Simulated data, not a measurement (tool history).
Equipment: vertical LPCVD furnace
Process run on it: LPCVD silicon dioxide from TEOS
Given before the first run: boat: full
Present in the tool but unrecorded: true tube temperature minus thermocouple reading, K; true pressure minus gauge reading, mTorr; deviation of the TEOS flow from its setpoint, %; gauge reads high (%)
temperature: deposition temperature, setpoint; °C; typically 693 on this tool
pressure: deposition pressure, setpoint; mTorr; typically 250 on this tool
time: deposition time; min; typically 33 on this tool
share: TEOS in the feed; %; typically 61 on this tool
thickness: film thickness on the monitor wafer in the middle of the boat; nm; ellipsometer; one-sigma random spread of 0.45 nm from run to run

run,hour,temperature,pressure,time,share,wafers since the last listed run,hours since the last temperature calibration,hours since the pressure gauge was zeroed,hours since the TEOS flow controller was replaced,hours since the gauge calibration,"read-back reference wafer on the same gauge, thickness",thickness
1,0,684,285,33,61,0,3738.9,1438.4,4765.9,361,141.95,143.72
2,13.2,693,250,33,61,91,3752.1,1451.6,4779.1,374.2,142.1,165.09
3,46.7,693,250,33,61,233,3785.6,1485.1,4812.6,407.7,141.92,166.4
4,64.8,693,250,33,61,125,3803.7,1503.2,4830.7,425.8,142.1,166.59
5,79,693,250,33,61,98,3817.9,1517.4,4844.9,440,142.03,165.7
6,101.1,693,270,33,66,153,3840,1539.5,4867,462.1,141.78,178.91
7,117.7,693,270,33,66,115,3856.6,1556.1,4883.6,478.7,141.99,179.57
8,139.2,693,270,33,66,149,3878.1,1577.6,4905.1,500.2,141.96,179.9
9,157.6,693,250,33,61,128,3896.5,1596,4923.5,518.6,142.02,166.24
10,175.1,693,250,33,61,121,3914,1613.5,4941,536.1,142.1,167.15
11,206.9,693,250,33,61,221,3945.8,1645.3,4972.8,567.9,141.91,167.17
12,239.7,693,250,33,61,228,3978.6,1678.1,5005.6,600.7,141.95,167.12
13,274.7,693,250,33,61,243,4013.6,1713.1,5040.6,635.7,141.93,166.34
14,292.9,693,250,33,61,126,4031.8,1731.3,5058.8,653.9,141.87,167.06
15,306,696,250,44,54,91,4044.9,1744.4,5071.9,667,142.12,224.26
# hour 330.7: thermocouples replaced and temperature profile calibrated
# hour 331.1: TEOS flow controller replaced
16,331.6,693,250,33,61,8,0.9,1770,0.5,692.6,142.02,159.91
17,346.6,689,250,33,61,104,15.9,1785,15.5,707.6,142.03,144.98
18,359.4,693,250,33,61,89,28.7,1797.8,28.3,720.4,141.87,159.54
19,386.4,693,250,43.5,56,187,55.7,1824.8,55.3,747.4,141.98,200.98
# hour 389.1: gauge calibrated
20,468.6,687,300,38.5,69,572,137.9,1907,137.5,79.5,141.87,189.43
21,487.2,693,250,33,61,129,156.5,1925.6,156.1,98.1,141.83,158.9
22,521.3,693,250,33,61,237,190.6,1959.7,190.2,132.2,141.97,160.13
23,536.3,693,250,23,67,104,205.6,1974.7,205.2,147.2,142.08,117.01
24,568.6,702,250,28,61,224,237.9,2007,237.5,179.5,142.01,167.64
# hour 609: pressure gauge zeroed
25,609.5,684,195,24,61,117,278.8,0.5,278.4,220.4,142.06,82.41
26,680.3,693,250,33,61,492,349.6,71.3,349.2,291.2,141.99,160.15
27,732,687,215,33,61,359,401.3,123,400.9,342.9,141.93,128.38
28,762.8,693,250,33,61,214,432.1,153.8,431.7,373.7,141.98,158.74
29,780.8,685,210,24.5,72,125,450.1,171.8,449.7,391.7,141.92,98.11
30,811.2,693,205,33,61,211,480.5,202.2,480.1,422.1,142.13,144.11
31,837.9,696,250,40.5,57,185,507.2,228.9,506.8,448.8,142.09,203.35

Hidden state or all else? Some run-to-run changes of thickness, split into what the settings, what came in and random variation would give without the hidden state, and what is left for the hidden state (with any gauge scatter that isn't in both results):
Run 1 -> 2: temperature 684 -> 693, pressure 285 -> 250. thickness +21.37 nm: hidden state +0.9, all else +20.47.
Run 14 -> 15: temperature 693 -> 696, time 33 -> 44, share 61 -> 54. thickness +57.2 nm: hidden state +2.95, all else +54.25.
Run 15 -> 16: temperature 696 -> 693, time 44 -> 33, share 54 -> 61, thermocouples replaced and temperature profile calibrated, TEOS flow controller replaced. thickness -64.35 nm: hidden state -10.18, all else -54.17.
Run 24 -> 25: temperature 702 -> 684, pressure 250 -> 195, time 28 -> 24, pressure gauge zeroed. thickness -85.23 nm: hidden state -0.72, all else -84.51.
Run 25 -> 26: temperature 684 -> 693, pressure 195 -> 250, time 24 -> 33. thickness +77.74 nm: hidden state +0.71, all else +77.03.

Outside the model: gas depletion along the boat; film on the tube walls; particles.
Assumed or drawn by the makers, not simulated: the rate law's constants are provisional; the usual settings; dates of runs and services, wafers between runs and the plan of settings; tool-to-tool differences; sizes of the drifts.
